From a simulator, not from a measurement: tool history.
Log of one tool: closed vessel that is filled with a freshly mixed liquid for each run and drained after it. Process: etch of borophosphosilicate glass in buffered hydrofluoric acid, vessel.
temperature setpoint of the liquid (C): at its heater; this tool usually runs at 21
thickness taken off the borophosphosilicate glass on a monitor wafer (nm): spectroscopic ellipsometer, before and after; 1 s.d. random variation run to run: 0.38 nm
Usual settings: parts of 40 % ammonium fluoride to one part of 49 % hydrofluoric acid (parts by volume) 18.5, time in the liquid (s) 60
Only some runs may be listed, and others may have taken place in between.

run	hour	temperature setpoint of the liquid (C)	parts of 40 % ammonium fluoride to one part of 49 % hydrofluoric acid (parts by volume)	time in the liquid (s)	read-back film thickness of the borophosphosilicate glass reference wafer, read on the same gauge (nm)	thickness taken off the borophosphosilicate glass on a monitor wafer (nm)
1	0	21	18.5	60	50	55.36
2	7.6	21	18.5	60	49.96	56.06
3	24.5	21	23.5	60	49.98	46.41
4	32	21	23.5	60	50.02	45.78
5	59.4	21	23.5	60	50	46.3
6	66.5	23	18.5	60	50.01	61.69
7	79.8	23	18.5	60	49.99	61.5
8	96.5	23	18.5	60	50	61.2
9	105.6	21	17	60	49.99	60.39
10	112.6	21	18.5	80	50.01	74.44
# hour 125.5: gauge calibrated
11	151.3	21	18.5	80	50	74.11
12	160.4	21	18.5	80	50.01	74.74
13	174.9	21	18.5	95	49.99	87.28
# hour 184.3: hydrofluoric acid flow meter replaced
14	184.8	21	18.5	60	50.03	55.62
15	202	21	18.5	60	50.01	55.72
16	212.2	21	21.5	80	50	66.31
17	254.3	21	18.5	60	50.01	56.07
18	270.5	21	24	60	50	45.56
19	277.4	21	11.5	30	50.03	45.51
20	291.1	17.5	23.5	80	49.99	52.12

Predict the results of run 21:
# hour 297.8: thermometer replaced
21	306.6	24.5	13	45	?	?

Run 21 gave read-back film thickness of the borophosphosilicate glass reference wafer, read on the same gauge (nm) 49.99, thickness taken off the borophosphosilicate glass on a monitor wafer (nm) 64.14.
With no hidden state in the tool, this same run would have given thickness taken off the borophosphosilicate glass on a monitor wafer (nm) 63.31.
